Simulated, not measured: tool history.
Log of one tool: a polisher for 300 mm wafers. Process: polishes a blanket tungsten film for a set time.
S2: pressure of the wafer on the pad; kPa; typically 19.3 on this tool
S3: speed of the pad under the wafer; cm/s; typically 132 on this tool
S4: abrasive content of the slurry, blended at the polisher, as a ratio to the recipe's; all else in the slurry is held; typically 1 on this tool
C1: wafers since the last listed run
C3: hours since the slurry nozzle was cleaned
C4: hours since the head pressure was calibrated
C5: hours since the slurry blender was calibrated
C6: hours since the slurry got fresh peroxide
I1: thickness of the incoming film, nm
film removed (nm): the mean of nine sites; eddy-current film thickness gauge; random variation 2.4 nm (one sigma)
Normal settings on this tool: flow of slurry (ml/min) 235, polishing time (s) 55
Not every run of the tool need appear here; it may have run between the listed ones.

Run 1, hour 0: usual settings but S3 164 cm/s; C1 0; wafers polished on this pad 5697; C3 26.2; C4 25; C5 606.4; C6 385.8; I1 1536.4. Result: film removed (nm) 317.3.
At hour 35.5: slurry blender recalibrated.
Run 2, hour 76.6: usual settings; C1 890; wafers polished on this pad 6588; C3 102.8; C4 101.6; C5 41.1; C6 462.4; I1 1524.2. Result: film removed (nm) 249.4.
At hour 85.9: worn pad replaced by a new one.
At hour 96: slurry tank refilled with fresh slurry and peroxide.
Run 3, hour 117.3: usual settings; C1 426; wafers polished on this pad 362; C3 143.5; C4 142.3; C5 81.8; C6 21.3; I1 1548. Result: film removed (nm) 269.4.
Run 4, hour 192.8: usual settings; C1 901; wafers polished on this pad 1263; C3 219; C4 217.8; C5 157.3; C6 96.8; I1 1564.8. Result: film removed (nm) 268.4.
Run 5, hour 300: usual settings; C1 1279; wafers polished on this pad 2543; C3 326.2; C4 325; C5 264.5; C6 204; I1 1527.1. Result: film removed (nm) 264.5.
Run 6, hour 394.4: usual settings; C1 1126; wafers polished on this pad 3670; C3 420.6; C4 419.4; C5 358.9; C6 298.4; I1 1507.5. Result: film removed (nm) 265.2.
At hour 466.3: head pressure recalibrated.
Run 7, hour 473.4: usual settings; C1 919; wafers polished on this pad 4589; C3 499.6; C4 7.1; C5 437.9; C6 377.4; I1 1540.3. Result: film removed (nm) 257.4.
At hour 553.5: slurry blender recalibrated.
Run 8, hour 554: usual settings but flow of slurry (ml/min) 200, S3 90 cm/s; C1 938; wafers polished on this pad 5528; C3 580.2; C4 87.7; C5 0.5; C6 458; I1 1536.3. Result: film removed (nm) 171.7.
At hour 587.1: slurry nozzle cleaned.
At hour 587.2: worn pad replaced by a new one.
Run 9, hour 594.6: usual settings but S3 154 cm/s; C1 470; wafers polished on this pad 88; C3 7.5; C4 128.3; C5 41.1; C6 498.6; I1 1536.8. Result: film removed (nm) 296.5.
Run 10, hour 636.6: usual settings; C1 501; wafers polished on this pad 589; C3 49.5; C4 170.3; C5 83.1; C6 540.6; I1 1525.2. Result: film removed (nm) 255.7.
At hour 703.4: slurry tank refilled with fresh slurry and peroxide.
Run 11, hour 738.4: usual settings but flow of slurry (ml/min) 260, S2 23.4 kPa, S4 1.2; C1 1203; wafers polished on this pad 1792; C3 151.3; C4 272.1; C5 184.9; C6 35; I1 1551.1. Result: film removed (nm) 322.7.
Run 12, hour 810.6: usual settings; C1 861; wafers polished on this pad 2654; C3 223.5; C4 344.3; C5 257.1; C6 107.2; I1 1557.9. Result: film removed (nm) 267.7.
Run 13, hour 862.4: usual settings but S4 0.7; C1 618; wafers polished on this pad 3272; C3 275.3; C4 396.1; C5 308.9; C6 159; I1 1561.6. Result: film removed (nm) 248.7.
Run 14, hour 907.7: usual settings but S3 164 cm/s; C1 540; wafers polished on this pad 3813; C3 320.6; C4 441.4; C5 354.2; C6 204.3; I1 1560.2. Result: film removed (nm) 334.6.
At hour 942.1: head pressure recalibrated.
Run 15, hour 974.9: usual settings but S2 23.4 kPa, S3 178 cm/s, S4 1.15, polishing time (s) 42; C1 778; wafers polished on this pad 4592; C3 387.8; C4 32.8; C5 421.4; C6 271.5; I1 1537.7. Result: film removed (nm) 313.7.
Run 16, hour 1054.8: usual settings but S3 168 cm/s; C1 953; wafers polished on this pad 5545; C3 467.7; C4 112.7; C5 501.3; C6 351.4; I1 1565.4. Result: film removed (nm) 334.8.
At hour 1073.1: slurry nozzle cleaned.
At hour 1084.7: slurry blender recalibrated.
Run 17, hour 1100.5: usual settings but S2 24.1 kPa, polishing time (s) 70; C1 509; wafers polished on this pad 6055; C3 27.4; C4 158.4; C5 15.8; C6 397.1; I1 1550.6. Result: film removed (nm) 380.5.
Run 18, hour 1143: usual settings but flow of slurry (ml/min) 295, S2 24.1 kPa, S4 0.85; C1 507; wafers polished on this pad 6562; C3 69.9; C4 200.9; C5 58.3; C6 439.6; I1 1548. Result: film removed (nm) 298.3.
Run 19, hour 1180.8: usual settings but S4 0.85; C1 451; wafers polished on this pad 7014; C3 107.7; C4 238.7; C5 96.1; C6 477.4; I1 1538.5. Result: film removed (nm) 245.4.
At hour 1187.2: worn pad replaced by a new one.
Run 20, hour 1217.8: usual settings; C1 393; wafers polished on this pad 365; C3 144.7; C4 275.7; C5 133.1; C6 514.4; I1 1565.1. Result: film removed (nm) 253.8.
At hour 1276.4: slurry tank refilled with fresh slurry and peroxide.
Run 21, hour 1293.4: usual settings but flow of slurry (ml/min) 305, S2 22.8 kPa, polishing time (s) 73; C1 890; wafers polished on this pad 1256; C3 220.3; C4 351.3; C5 208.7; C6 17; I1 1549.7. Result: film removed (nm) 411.5.
Run 22, hour 1378.1: usual settings; C1 1011; wafers polished on this pad 2267; C3 305; C4 436; C5 293.4; C6 101.7; I1 1542.4. Result: film removed (nm) 268.
Run 23, hour 1430: usual settings but flow of slurry (ml/min) 170, S2 24.1 kPa, polishing time (s) 39; C1 619; wafers polished on this pad 2886; C3 356.9; C4 487.9; C5 345.3; C6 153.6; I1 1550.3. Result: film removed (nm) 210.9.
At hour 1467: head pressure recalibrated.
Run 24, hour 1485.8: usual settings but S3 178 cm/s; C1 642; wafers polished on this pad 3529; C3 412.7; C4 18.8; C5 401.1; C6 209.4; I1 1549.9. Result: film removed (nm) 355.2.
Run 25, hour 1553.9: usual settings but S3 90 cm/s, polishing time (s) 49; C1 812; wafers polished on this pad 4341; C3 480.8; C4 86.9; C5 469.2; C6 277.5; I1 1525.2. Result: film removed (nm) 157.9.

Expected results for the next run?
At hour 1556.2: slurry nozzle cleaned.
Run 26, hour 1591.4: usual settings but flow of slurry (ml/min) 295, S2 24.1 kPa, S4 0.85; C1 435; wafers polished on this pad 4777; C3 35.2; C4 124.4; C5 506.7; C6 315; I1 1523.7. Result: film removed (nm) ?.

{"run 26": {"film removed (nm)": 298.9}}
If the tool had no hidden condition, the same run with the same run-to-run variation would have returned film removed (nm) 310.6.
